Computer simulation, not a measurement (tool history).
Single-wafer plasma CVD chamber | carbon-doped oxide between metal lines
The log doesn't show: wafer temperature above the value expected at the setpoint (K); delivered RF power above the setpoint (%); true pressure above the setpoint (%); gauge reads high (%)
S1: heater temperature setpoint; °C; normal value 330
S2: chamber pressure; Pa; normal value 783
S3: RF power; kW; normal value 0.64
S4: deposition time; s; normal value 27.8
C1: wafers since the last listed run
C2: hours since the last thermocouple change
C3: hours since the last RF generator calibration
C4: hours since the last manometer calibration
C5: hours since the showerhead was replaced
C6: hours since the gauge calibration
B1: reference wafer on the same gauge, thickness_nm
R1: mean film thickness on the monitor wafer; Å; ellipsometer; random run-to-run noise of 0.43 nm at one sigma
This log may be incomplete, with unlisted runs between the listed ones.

run   hour   S1   S2     S3    S4    C1      C2      C3      C4      C5     C6       B1       R1
  1      0  330  783   0.56  27.8     0  2443.1  1702.4  2122.4  7790.5   26.6  178.023  1764.04
  2   34.4  330  783   0.56  27.8   650  2477.5  1736.8  2156.8  7824.9     61  178.041  1772.25
  3   89.5  335  783   0.64  27.8  1041  2532.6  1791.9  2211.9    7880  116.1   178.05  1866.12
  4  102.2  335  783   0.64  27.8   240  2545.3  1804.6  2224.6  7892.7  128.8  177.937   1866.7
  5  130.4  335  783   0.64  27.8   533  2573.5  1832.8  2252.8  7920.9    157  178.078  1880.05
  6  151.5  330  783   0.64  27.8   398  2594.6  1853.9  2273.9    7942  178.1  177.986  1909.04
  7    170  330  783   0.64  27.8   349  2613.1  1872.4  2292.4  7960.5  196.6  178.005  1915.13
  8  190.2  330  783   0.64  27.8   381  2633.3  1892.6  2312.6  7980.7  216.8  178.075  1904.14
  9  203.4  330  783   0.64  27.8   249  2646.5  1905.8  2325.8  7993.9    230  177.973  1900.33
     230.7  -- showerhead replaced
       241  -- thermocouple changed; heater temperature recalibrated
 10  241.5  330  783   0.64  27.8   417     0.5  1943.9  2363.9    10.8  268.1  178.007  1898.72
 11  261.7  330  783   0.64  27.8   381    20.7  1964.1  2384.1      31  288.3  178.043  1905.95
     276.3  -- gauge calibrated
     279.3  -- capacitance manometer re-zeroed and calibrated
 12  279.8  330  783   0.64  27.8   190    38.8  1982.2     0.5    49.1    3.5  178.043  1902.87
 13  296.8  321  783   0.72  27.8   321    55.8  1999.2    17.5    66.1   20.5  178.012  2099.12
     306.2  -- RF generator calibrated
 14  324.3  342  783   0.64  27.8   368    83.3    18.1      45    93.6     48  177.893  1828.26
 15  343.1  322  933   0.75  25.8   355   102.1    36.9    63.8   112.4   66.8  177.926  2026.48
 16  361.3  330  972  0.575    31   344   120.3    55.1      82   130.6     85  178.064  2042.04
 17  393.2  323  615   0.76  27.8   603   152.2      87   113.9   162.5  116.9  178.076  2078.02
 18  423.2  330  783  0.715  27.8   567   182.2     117   143.9   192.5  146.9  177.968  2026.08
 19  436.2  323  871  0.695  27.8   245   195.2     130   156.9   205.5  159.9  177.993   2065.3
 20  460.6  330  877  0.595  27.8   461   219.6   154.4   181.3   229.9  184.3  177.882  1853.59
 21  492.7  343  783   0.64  27.8   606   251.7   186.5   213.4     262  216.4  177.978  1822.05
 22  518.1  330  783   0.64  27.8   480   277.1   211.9   238.8   287.4  241.8  178.015  1904.89

Hidden state, per run?
wafer temperature above the value expected at the setpoint (K): 0 on each run
delivered RF power above the setpoint (%): 0 on each run
true pressure above the setpoint (%): 0 on each run
gauge reads high (%): 0 on each run
